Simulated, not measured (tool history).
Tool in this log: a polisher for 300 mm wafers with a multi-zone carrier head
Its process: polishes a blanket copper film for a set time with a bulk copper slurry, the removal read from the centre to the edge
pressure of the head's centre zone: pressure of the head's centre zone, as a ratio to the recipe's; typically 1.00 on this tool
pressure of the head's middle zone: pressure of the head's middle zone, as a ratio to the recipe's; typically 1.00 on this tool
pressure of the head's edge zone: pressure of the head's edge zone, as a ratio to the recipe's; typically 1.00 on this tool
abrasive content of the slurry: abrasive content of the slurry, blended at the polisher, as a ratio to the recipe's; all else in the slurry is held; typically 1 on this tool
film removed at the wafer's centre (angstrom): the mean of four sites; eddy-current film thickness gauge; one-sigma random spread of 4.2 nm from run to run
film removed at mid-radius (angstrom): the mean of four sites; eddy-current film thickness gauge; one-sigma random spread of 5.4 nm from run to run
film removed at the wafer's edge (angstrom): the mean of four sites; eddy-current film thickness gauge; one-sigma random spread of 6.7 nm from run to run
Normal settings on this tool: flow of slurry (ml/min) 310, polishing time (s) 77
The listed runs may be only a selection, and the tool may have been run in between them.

run	hour	flow of slurry (ml/min)	pressure of the head's centre zone	pressure of the head's middle zone	pressure of the head's edge zone	abrasive content of the slurry	polishing time (s)	wafers since the last listed run	wafers polished on this pad	hours since the slurry nozzle was cleaned	hours since the centre zone pressure was calibrated	hours since the edge zone pressure was calibrated	hours since the carrier head's membrane was replaced	incoming thickness of the incoming film, nm	film removed at the wafer's centre (angstrom)	film removed at mid-radius (angstrom)	film removed at the wafer's edge (angstrom)
1	0.0	310	1.00	1.00	1.00	1	58	0	1491	293.8	429.6	111.3	771.3	2692.2	4963	4769	4664
# hour 5.7: worn pad replaced by a new one
# hour 14.9: slurry nozzle cleaned
2	65.9	310	1.00	1.00	1.00	1	58	649	631	51.0	495.5	177.2	837.2	2682.3	5200	5038	4941
3	113.6	310	1.00	1.00	1.00	1	58	508	1140	98.7	543.2	224.9	884.9	2615.3	5105	5001	4789
# hour 128.2: worn pad replaced by a new one
4	157.3	310	1.00	1.00	1.00	1	77	423	310	142.4	586.9	268.6	928.6	2649.8	6969	6736	6414
5	207.1	310	1.00	1.00	1.00	1	77	531	841	192.2	636.7	318.4	978.4	2720.6	6947	6632	6470
# hour 243.1: worn pad replaced by a new one
6	251.2	310	1.00	1.00	1.00	1	77	427	86	236.3	680.8	362.5	1022.5	2670.3	6986	6720	6596
7	305.1	310	1.00	1.00	1.00	1	77	575	661	290.2	734.7	416.4	1076.4	2651.2	7003	6626	6473
# hour 318.1: slurry nozzle cleaned
# hour 354.3: edge zone pressure recalibrated
8	364.3	310	0.94	1.08	0.88	1	93	599	1261	46.2	793.9	10.0	1135.6	2673.7	7873	8414	7413
# hour 376.1: worn pad replaced by a new one
9	422.0	390	1.00	1.00	1.00	1	77	572	490	103.9	851.6	67.7	1193.3	2627.3	7351	6817	6590
10	458.6	310	1.00	1.00	1.00	1	58	390	880	140.5	888.2	104.3	1229.9	2694.4	5353	5044	4879

Forecast run 11:
# hour 498.7: worn pad replaced by a new one
11	512.9	310	1.00	1.00	1.00	1	77	536	151	194.8	942.5	158.6	1284.2	2662.4	?	?	?

film removed at the wafer's centre (angstrom): 7209
film removed at mid-radius (angstrom): 6700
film removed at the wafer's edge (angstrom): 6502
Without the tool's hidden state the same run would have given film removed at the wafer's centre (angstrom) 6804, film removed at mid-radius (angstrom) 6723, film removed at the wafer's edge (angstrom) 6522.

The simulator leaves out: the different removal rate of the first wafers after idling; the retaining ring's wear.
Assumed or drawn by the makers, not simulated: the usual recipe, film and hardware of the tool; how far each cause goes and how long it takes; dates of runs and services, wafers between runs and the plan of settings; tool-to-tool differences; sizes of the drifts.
